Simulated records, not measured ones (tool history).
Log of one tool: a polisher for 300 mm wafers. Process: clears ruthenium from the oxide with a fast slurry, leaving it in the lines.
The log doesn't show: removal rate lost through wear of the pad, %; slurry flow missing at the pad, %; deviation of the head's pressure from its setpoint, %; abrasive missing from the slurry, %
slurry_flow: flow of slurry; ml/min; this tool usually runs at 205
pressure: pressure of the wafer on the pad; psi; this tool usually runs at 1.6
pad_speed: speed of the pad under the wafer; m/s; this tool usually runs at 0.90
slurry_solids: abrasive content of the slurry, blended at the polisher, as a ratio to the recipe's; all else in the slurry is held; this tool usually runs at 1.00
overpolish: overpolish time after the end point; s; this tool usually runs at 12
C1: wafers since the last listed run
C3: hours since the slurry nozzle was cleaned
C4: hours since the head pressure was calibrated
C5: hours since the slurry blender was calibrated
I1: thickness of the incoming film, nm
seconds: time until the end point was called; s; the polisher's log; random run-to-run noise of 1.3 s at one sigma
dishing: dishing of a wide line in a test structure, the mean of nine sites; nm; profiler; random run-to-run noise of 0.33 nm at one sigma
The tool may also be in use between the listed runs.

Run 1, hour 0.0: usual settings but slurry_solids 0.90, overpolish 15 s; C1 0; wafers polished on this pad 696; C3 250.5; C4 417.8; C5 241.4; I1 211.3. Result: seconds 113.4 s, dishing 26.5 nm.
Run 2, hour 24.7: usual settings but slurry_solids 0.90, overpolish 15 s; C1 239; wafers polished on this pad 936; C3 275.2; C4 442.5; C5 266.1; I1 210.2. Result: seconds 111.4 s, dishing 26.2 nm.
Run 3, hour 46.2: usual settings; C1 208; wafers polished on this pad 1145; C3 296.7; C4 464.0; C5 287.6; I1 210.1. Result: seconds 109.1 s, dishing 21.9 nm.
Run 4, hour 62.7: usual settings; C1 160; wafers polished on this pad 1305; C3 313.2; C4 480.5; C5 304.1; I1 210.7. Result: seconds 107.0 s, dishing 22.0 nm.
At hour 93.9: worn pad replaced by a new one.
At hour 122.6: slurry nozzle cleaned.
Run 5, hour 133.3: usual settings; C1 637; wafers polished on this pad 373; C3 10.7; C4 551.1; C5 374.7; I1 208.2. Result: seconds 107.7 s, dishing 22.0 nm.
Run 6, hour 157.6: usual settings; C1 236; wafers polished on this pad 609; C3 35.0; C4 575.4; C5 399.0; I1 210.4. Result: seconds 105.8 s, dishing 22.1 nm.
At hour 187.5: slurry blender recalibrated.
Run 7, hour 227.6: usual settings; C1 660; wafers polished on this pad 1270; C3 105.0; C4 645.4; C5 40.1; I1 212.5. Result: seconds 108.5 s, dishing 22.4 nm.
Run 8, hour 246.7: usual settings; C1 185; wafers polished on this pad 1455; C3 124.1; C4 664.5; C5 59.2; I1 210.8. Result: seconds 106.2 s, dishing 21.9 nm.
Run 9, hour 269.7: usual settings; C1 223; wafers polished on this pad 1679; C3 147.1; C4 687.5; C5 82.2; I1 211.0. Result: seconds 110.3 s, dishing 21.9 nm.
At hour 307.3: worn pad replaced by a new one.
Run 10, hour 307.8: usual settings; C1 331; wafers polished on this pad 5; C3 185.2; C4 725.6; C5 120.3; I1 206.3. Result: seconds 105.9 s, dishing 22.1 nm.
Run 11, hour 322.8: usual settings but pad_speed 0.76 m/s, overpolish 6 s; C1 145; wafers polished on this pad 151; C3 200.2; C4 740.6; C5 135.3; I1 211.4. Result: seconds 127.7 s, dishing 9.4 nm.
Run 12, hour 356.6: usual settings but slurry_solids 0.85, overpolish 6 s; C1 328; wafers polished on this pad 479; C3 234.0; C4 774.4; C5 169.1; I1 210.5. Result: seconds 117.8 s, dishing 10.6 nm.
Run 13, hour 383.6: usual settings; C1 262; wafers polished on this pad 741; C3 261.0; C4 801.4; C5 196.1; I1 208.9. Result: seconds 105.9 s, dishing 22.2 nm.
Run 14, hour 409.9: usual settings but slurry_solids 0.90, overpolish 17 s; C1 255; wafers polished on this pad 997; C3 287.3; C4 827.7; C5 222.4; I1 212.6. Result: seconds 113.3 s, dishing 29.9 nm.
Run 15, hour 441.4: usual settings but slurry_flow 265 ml/min, pressure 1.4 psi, pad_speed 0.72 m/s; C1 306; wafers polished on this pad 1303; C3 318.8; C4 859.2; C5 253.9; I1 208.2. Result: seconds 146.5 s, dishing 16.0 nm.
At hour 448.5: head pressure recalibrated.
At hour 462.6: slurry nozzle cleaned.
Run 16, hour 464.4: usual settings but pad_speed 0.76 m/s, overpolish 6 s; C1 194; wafers polished on this pad 1497; C3 1.8; C4 15.9; C5 276.9; I1 210.4. Result: seconds 130.1 s, dishing 9.6 nm.
Run 17, hour 486.7: usual settings but pressure 1.8 psi, overpolish 19 s; C1 216; wafers polished on this pad 1714; C3 24.1; C4 38.2; C5 299.2; I1 212.4. Result: seconds 96.7 s, dishing 37.3 nm.
Run 18, hour 503.2: usual settings; C1 160; wafers polished on this pad 1874; C3 40.6; C4 54.7; C5 315.7; I1 210.3. Result: seconds 108.5 s, dishing 22.3 nm.
At hour 515.4: worn pad replaced by a new one.
Run 19, hour 533.8: usual settings; C1 258; wafers polished on this pad 179; C3 71.2; C4 85.3; C5 346.3; I1 210.4. Result: seconds 107.3 s, dishing 22.0 nm.
Run 20, hour 556.5: usual settings but slurry_solids 0.85, overpolish 18 s; C1 220; wafers polished on this pad 399; C3 93.9; C4 108.0; C5 369.0; I1 212.9. Result: seconds 116.5 s, dishing 29.9 nm.
Run 21, hour 579.7: usual settings but pad_speed 0.62 m/s, overpolish 15 s; C1 225; wafers polished on this pad 625; C3 117.1; C4 131.2; C5 392.2; I1 209.2. Result: seconds 156.8 s, dishing 18.8 nm.
Run 22, hour 603.5: usual settings but slurry_solids 1.10; C1 231; wafers polished on this pad 856; C3 140.9; C4 155.0; C5 416.0; I1 212.2. Result: seconds 103.4 s, dishing 23.2 nm.
At hour 626.9: slurry blender recalibrated.
Run 23, hour 631.4: usual settings but slurry_flow 145 ml/min, pressure 2.0 psi, pad_speed 0.70 m/s, overpolish 7 s; C1 251; wafers polished on this pad 1107; C3 168.8; C4 182.9; C5 4.5; I1 212.4. Result: seconds 118.9 s, dishing 11.9 nm.
Run 24, hour 661.5: usual settings but slurry_flow 265 ml/min, pressure 1.9 psi, overpolish 17 s; C1 292; wafers polished on this pad 1400; C3 198.9; C4 213.0; C5 34.6; I1 211.3. Result: seconds 89.3 s, dishing 37.1 nm.
Run 25, hour 685.8: usual settings; C1 236; wafers polished on this pad 1636; C3 223.2; C4 237.3; C5 58.9; I1 211.2. Result: seconds 108.2 s, dishing 22.2 nm.
Run 26, hour 702.6: usual settings but slurry_flow 185 ml/min, pad_speed 1.16 m/s; C1 163; wafers polished on this pad 1799; C3 240.0; C4 254.1; C5 75.7; I1 211.3. Result: seconds 84.1 s, dishing 27.7 nm.
At hour 718.0: worn pad replaced by a new one.
Run 27, hour 720.6: usual settings; C1 136; wafers polished on this pad 25; C3 258.0; C4 272.1; C5 93.7; I1 213.3. Result: seconds 107.7 s, dishing 21.8 nm.

Consider 5 possible next runs. They are alternatives, not a sequence: every one starts from the tool as it was left by run 27. What does each give?
Run A, hour 721.1: usual settings; C1 4; wafers polished on this pad 30; C3 258.5; C4 272.6; C5 94.2; I1 210.9. Result: seconds ?, dishing ?.
Run B, hour 721.1: usual settings but slurry_flow 225 ml/min, pad_speed 0.98 m/s; C1 4; wafers polished on this pad 30; C3 258.5; C4 272.6; C5 94.2; I1 210.9. Result: seconds ?, dishing ?.
Run C, hour 721.1: usual settings but slurry_flow 140 ml/min, slurry_solids 1.20, overpolish 10 s; C1 4; wafers polished on this pad 30; C3 258.5; C4 272.6; C5 94.2; I1 210.9. Result: seconds ?, dishing ?.
Run D, hour 721.1: usual settings but overpolish 17 s; C1 4; wafers polished on this pad 30; C3 258.5; C4 272.6; C5 94.2; I1 210.9. Result: seconds ?, dishing ?.
Run E, hour 721.1: usual settings but overpolish 18 s; C1 4; wafers polished on this pad 30; C3 258.5; C4 272.6; C5 94.2; I1 210.9. Result: seconds ?, dishing ?.

run  seconds  dishing
  A    109.1     22.0
  B     99.0     24.2
  C    108.4     18.6
  D    109.1     30.6
  E    109.1     32.2
Without the tool's hidden state the same runs would have given:
run  seconds  dishing
  A    109.1     22.0
  B     99.0     24.2
  C    108.4     18.6
  D    109.1     30.6
  E    109.1     32.2
